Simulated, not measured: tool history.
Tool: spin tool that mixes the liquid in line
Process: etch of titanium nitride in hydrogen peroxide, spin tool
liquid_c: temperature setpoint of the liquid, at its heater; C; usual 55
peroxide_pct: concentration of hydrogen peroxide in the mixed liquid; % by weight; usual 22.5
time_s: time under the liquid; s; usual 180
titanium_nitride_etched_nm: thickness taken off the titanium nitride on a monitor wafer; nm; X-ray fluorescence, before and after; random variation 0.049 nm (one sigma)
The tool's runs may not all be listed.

| run | day | liquid_c | peroxide_pct | time_s | wafers since the last listed run | hours since the thermometer was replaced | hours since the peroxide flow meter was replaced | hours since the heated supply line was repaired | hours since the drum of peroxide was connected | hours since the gauge calibration | read-back film thickness of the titanium nitride reference wafer, read on the same gauge (nm) | titanium_nitride_etched_nm |
|---|---|---|---|---|---|---|---|---|---|---|---|---|
| 1 | 0 | 55 | 22.5 | 180 | 0 | 443.3 | 399.7 | 917.2 | 113.8 | 530.7 | 59.99 | 9.49 |
| 2 | 2.133 | 55 | 22.5 | 180 | 362 | 494.5 | 450.9 | 968.4 | 165 | 581.9 | 60.04 | 9.55 |
| 3 | 4.596 | 55 | 22.5 | 180 | 418 | 553.6 | 510 | 1027.5 | 224.1 | 641 | 59.98 | 9.54 |
| 4 | 6.108 | 55 | 22.5 | 180 | 257 | 589.9 | 546.3 | 1063.8 | 260.4 | 677.3 | 60.06 | 9.45 |
| 5 | 7.962 | 55 | 22.5 | 205 | 315 | 634.4 | 590.8 | 1108.3 | 304.9 | 721.8 | 60 | 10.75 |
| 6 | 10.254 | 55 | 22.5 | 205 | 389 | 689.4 | 645.8 | 1163.3 | 359.9 | 776.8 | 59.98 | 10.88 |
|  | 11.375 | thermometer replaced |
| 7 | 12.55 | 55 | 22.5 | 205 | 383 | 28.2 | 700.9 | 1218.4 | 415 | 831.9 | 60.03 | 10.37 |
| 8 | 15.221 | 55 | 22.5 | 240 | 454 | 92.3 | 765 | 1282.5 | 479.1 | 896 | 60.01 | 12.17 |
| 9 | 17.392 | 55 | 22.5 | 180 | 369 | 144.4 | 817.1 | 1334.6 | 531.2 | 948.1 | 60 | 9.04 |
|  | 18.146 | peroxide flow meter replaced |
| 10 | 19.996 | 55 | 22.5 | 180 | 435 | 206.9 | 44.4 | 1397.1 | 593.7 | 1010.6 | 59.98 | 9.09 |
|  | 21.333 | thermometer replaced, repeated, since the last time left the tool worse |
|  | 21.867 | new drum of peroxide connected |
| 11 | 22.633 | 60 | 22.5 | 180 | 434 | 31.2 | 107.7 | 1460.4 | 18.4 | 1073.9 | 59.98 | 14.08 |
|  | 23.771 | heated supply line repaired |
|  | 24.133 | gauge calibrated |
| 12 | 25.596 | 55 | 22.5 | 180 | 496 | 102.3 | 178.8 | 43.8 | 89.5 | 35.1 | 59.96 | 9.84 |
| 13 | 34.396 | 55 | 22.5 | 180 | 1496 | 313.5 | 390 | 255 | 300.7 | 246.3 | 60.02 | 9.7 |
| 14 | 36.65 | 58.5 | 18 | 95 | 383 | 367.6 | 444.1 | 309.1 | 354.8 | 300.4 | 60.03 | 6.22 |
| 15 | 38.246 | 55 | 17.5 | 235 | 271 | 405.9 | 482.4 | 347.4 | 393.1 | 338.7 | 59.97 | 11.89 |
| 16 | 40.9 | 58 | 22.5 | 210 | 451 | 469.6 | 546.1 | 411.1 | 456.8 | 402.4 | 59.98 | 13.76 |
| 17 | 42.296 | 55 | 26.5 | 85 | 237 | 503.1 | 579.6 | 444.6 | 490.3 | 435.9 | 60.01 | 4.65 |
| 18 | 43.629 | 50.5 | 22.5 | 80 | 226 | 535.1 | 611.6 | 476.6 | 522.3 | 467.9 | 59.98 | 3.09 |
| 19 | 44.971 | 58 | 28.5 | 125 | 228 | 567.3 | 643.8 | 508.8 | 554.5 | 500.1 | 60.04 | 8.5 |
| 20 | 46.258 | 55 | 24.5 | 180 | 218 | 598.2 | 674.7 | 539.7 | 585.4 | 531 | 60.01 | 9.65 |

Forecast each of these 4 alternatives for the next run:
| A | 46.279 | 50.5 | 22.5 | 180 | 3 | 598.7 | 675.2 | 540.2 | 585.9 | 531.5 | ? | ? |
| B | 46.279 | 55 | 28.5 | 285 | 3 | 598.7 | 675.2 | 540.2 | 585.9 | 531.5 | ? | ? |
| C | 46.279 | 60 | 19 | 180 | 3 | 598.7 | 675.2 | 540.2 | 585.9 | 531.5 | ? | ? |
| D | 46.279 | 50.5 | 16 | 135 | 3 | 598.7 | 675.2 | 540.2 | 585.9 | 531.5 | ? | ? |

| run | read-back film thickness of the titanium nitride reference wafer, read on the same gauge (nm) | titanium_nitride_etched_nm |
|---|---|---|
| A | 60.02 | 6.88 |
| B | 60.02 | 15.82 |
| C | 60.02 | 12.93 |
| D | 60.02 | 4.8 |
Without the tool's hidden state the same runs would have given:
| run | titanium_nitride_etched_nm |
|---|---|
| A | 7.21 |
| B | 16.54 |
| C | 13.51 |
| D | 5.03 |
